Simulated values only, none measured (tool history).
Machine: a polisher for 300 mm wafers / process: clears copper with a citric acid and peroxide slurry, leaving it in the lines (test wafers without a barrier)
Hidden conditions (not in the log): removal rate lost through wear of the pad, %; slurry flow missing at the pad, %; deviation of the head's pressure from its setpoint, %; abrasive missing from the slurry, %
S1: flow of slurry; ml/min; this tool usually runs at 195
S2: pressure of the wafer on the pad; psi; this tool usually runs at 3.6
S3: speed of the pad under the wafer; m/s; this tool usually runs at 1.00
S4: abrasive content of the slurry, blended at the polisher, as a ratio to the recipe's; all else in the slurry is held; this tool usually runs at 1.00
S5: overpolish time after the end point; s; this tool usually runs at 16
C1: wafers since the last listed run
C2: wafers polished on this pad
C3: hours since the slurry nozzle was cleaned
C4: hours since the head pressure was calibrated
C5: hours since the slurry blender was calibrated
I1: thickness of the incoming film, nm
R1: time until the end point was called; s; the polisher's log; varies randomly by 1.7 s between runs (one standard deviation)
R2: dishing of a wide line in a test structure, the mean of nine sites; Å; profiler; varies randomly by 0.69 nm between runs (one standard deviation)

Run 1, hour 0.0: usual settings; C1 0; C2 161; C3 428.8; C4 949.4; C5 195.5; I1 225.2. Result: R1 83.7 s, R2 288 Å.
Run 2, hour 15.0: usual settings; C1 155; C2 317; C3 443.8; C4 964.4; C5 210.5; I1 227.8. Result: R1 84.3 s, R2 293 Å.
At hour 18.9: slurry blender recalibrated.
Run 3, hour 26.7: usual settings; C1 100; C2 417; C3 455.5; C4 976.1; C5 7.8; I1 224.1. Result: R1 82.7 s, R2 294 Å.
Run 4, hour 39.0: usual settings; C1 127; C2 544; C3 467.8; C4 988.4; C5 20.1; I1 225.9. Result: R1 82.0 s, R2 282 Å.
At hour 81.9: head pressure recalibrated.
At hour 94.7: worn pad replaced by a new one.
Run 5, hour 95.2: usual settings; C1 518; C2 4; C3 524.0; C4 13.3; C5 76.3; I1 223.9. Result: R1 83.9 s, R2 290 Å.
At hour 98.6: slurry nozzle cleaned.
Run 6, hour 102.9: usual settings but S4 1.15; C1 69; C2 74; C3 4.3; C4 21.0; C5 84.0; I1 228.6. Result: R1 82.9 s, R2 298 Å.
Run 7, hour 110.6: usual settings but S4 1.15; C1 79; C2 153; C3 12.0; C4 28.7; C5 91.7; I1 227.8. Result: R1 82.0 s, R2 314 Å.
Run 8, hour 125.9: usual settings but S4 1.15; C1 158; C2 311; C3 27.3; C4 44.0; C5 107.0; I1 224.5. Result: R1 80.4 s, R2 295 Å.
Run 9, hour 143.6: usual settings; C1 182; C2 494; C3 45.0; C4 61.7; C5 124.7; I1 224.9. Result: R1 84.0 s, R2 292 Å.
Run 10, hour 159.6: usual settings but S1 220 ml/min, S2 3.1 psi, S3 1.10 m/s, S4 0.80; C1 165; C2 660; C3 61.0; C4 77.7; C5 140.7; I1 222.9. Result: R1 94.0 s, R2 246 Å.
Run 11, hour 173.0: usual settings but S1 140 ml/min, S5 19 s; C1 138; C2 798; C3 74.4; C4 91.1; C5 154.1; I1 224.5. Result: R1 84.9 s, R2 320 Å.
Run 12, hour 186.0: usual settings but S4 1.15; C1 134; C2 932; C3 87.4; C4 104.1; C5 167.1; I1 223.3. Result: R1 79.6 s, R2 295 Å.
Run 13, hour 199.8: usual settings but S3 0.84 m/s, S4 1.10, S5 25 s; C1 142; C2 1075; C3 101.2; C4 117.9; C5 180.9; I1 225.2. Result: R1 96.0 s, R2 385 Å.
Run 14, hour 206.1: usual settings but S1 265 ml/min, S2 2.9 psi, S4 0.85, S5 19 s; C1 65; C2 1140; C3 107.5; C4 124.2; C5 187.2; I1 226.7. Result: R1 105.9 s, R2 273 Å.
At hour 213.4: worn pad replaced by a new one.
Run 15, hour 213.9: usual settings but S2 3.9 psi, S4 1.10, S5 8 s; C1 39; C2 5; C3 115.3; C4 132.0; C5 195.0; I1 223.9. Result: R1 74.0 s, R2 171 Å.
Run 16, hour 220.2: usual settings; C1 65; C2 70; C3 121.6; C4 138.3; C5 201.3; I1 221.6. Result: R1 84.3 s, R2 291 Å.
Run 17, hour 229.2: usual settings; C1 93; C2 163; C3 130.6; C4 147.3; C5 210.3; I1 224.4. Result: R1 81.9 s, R2 279 Å.
At hour 238.5: slurry blender recalibrated.
Run 18, hour 241.6: usual settings but S1 250 ml/min, S2 2.9 psi, S3 1.22 m/s, S4 1.25; C1 107; C2 270; C3 143.0; C4 159.7; C5 3.1; I1 219.9. Result: R1 78.7 s, R2 293 Å.
Run 19, hour 248.2: usual settings; C1 68; C2 339; C3 149.6; C4 166.3; C5 9.7; I1 228.1. Result: R1 84.7 s, R2 292 Å.
Run 20, hour 262.5: usual settings but S1 175 ml/min, S2 2.7 psi, S4 1.10; C1 147; C2 486; C3 163.9; C4 180.6; C5 24.0; I1 222.4. Result: R1 110.3 s, R2 229 Å.
Run 21, hour 273.8: usual settings but S1 170 ml/min, S2 2.8 psi; C1 116; C2 603; C3 175.2; C4 191.9; C5 35.3; I1 222.5. Result: R1 103.6 s, R2 227 Å.
Run 22, hour 285.4: usual settings but S4 0.75, S5 21 s; C1 119; C2 723; C3 186.8; C4 203.5; C5 46.9; I1 222.4. Result: R1 91.2 s, R2 354 Å.
Run 23, hour 303.2: usual settings but S1 170 ml/min, S2 3.0 psi; C1 183; C2 907; C3 204.6; C4 221.3; C5 64.7; I1 224.7. Result: R1 103.1 s, R2 249 Å.
Run 24, hour 311.9: usual settings but S1 225 ml/min, S2 4.7 psi, S3 1.22 m/s; C1 89; C2 997; C3 213.3; C4 230.0; C5 73.4; I1 224.6. Result: R1 52.4 s, R2 412 Å.
At hour 323.6: worn pad replaced by a new one.
Run 25, hour 324.1: usual settings but S1 145 ml/min, S2 4.5 psi, S3 1.14 m/s; C1 84; C2 4; C3 225.5; C4 242.2; C5 85.6; I1 222.6. Result: R1 62.1 s, R2 361 Å.
Run 26, hour 333.9: usual settings; C1 101; C2 106; C3 235.3; C4 252.0; C5 95.4; I1 228.3. Result: R1 88.1 s, R2 277 Å.
Run 27, hour 342.1: usual settings but S2 4.1 psi, S3 1.34 m/s, S5 12 s; C1 84; C2 191; C3 243.5; C4 260.2; C5 103.6; I1 226.3. Result: R1 57.6 s, R2 302 Å.
Run 28, hour 355.0: usual settings; C1 133; C2 324; C3 256.4; C4 273.1; C5 116.5; I1 228.2. Result: R1 85.4 s, R2 286 Å.
Run 29, hour 373.4: usual settings but S4 0.70, S5 21 s; C1 190; C2 514; C3 274.8; C4 291.5; C5 134.9; I1 223.5. Result: R1 89.6 s, R2 326 Å.

List, for all runs, the conditions of the tool that the log does not record:
removal rate lost through wear of the pad, %: 0, the same for each run
slurry flow missing at the pad, %: 0, the same for each run
deviation of the head's pressure from its setpoint, %: 0, the same for each run
abrasive missing from the slurry, %: 0, the same for each run

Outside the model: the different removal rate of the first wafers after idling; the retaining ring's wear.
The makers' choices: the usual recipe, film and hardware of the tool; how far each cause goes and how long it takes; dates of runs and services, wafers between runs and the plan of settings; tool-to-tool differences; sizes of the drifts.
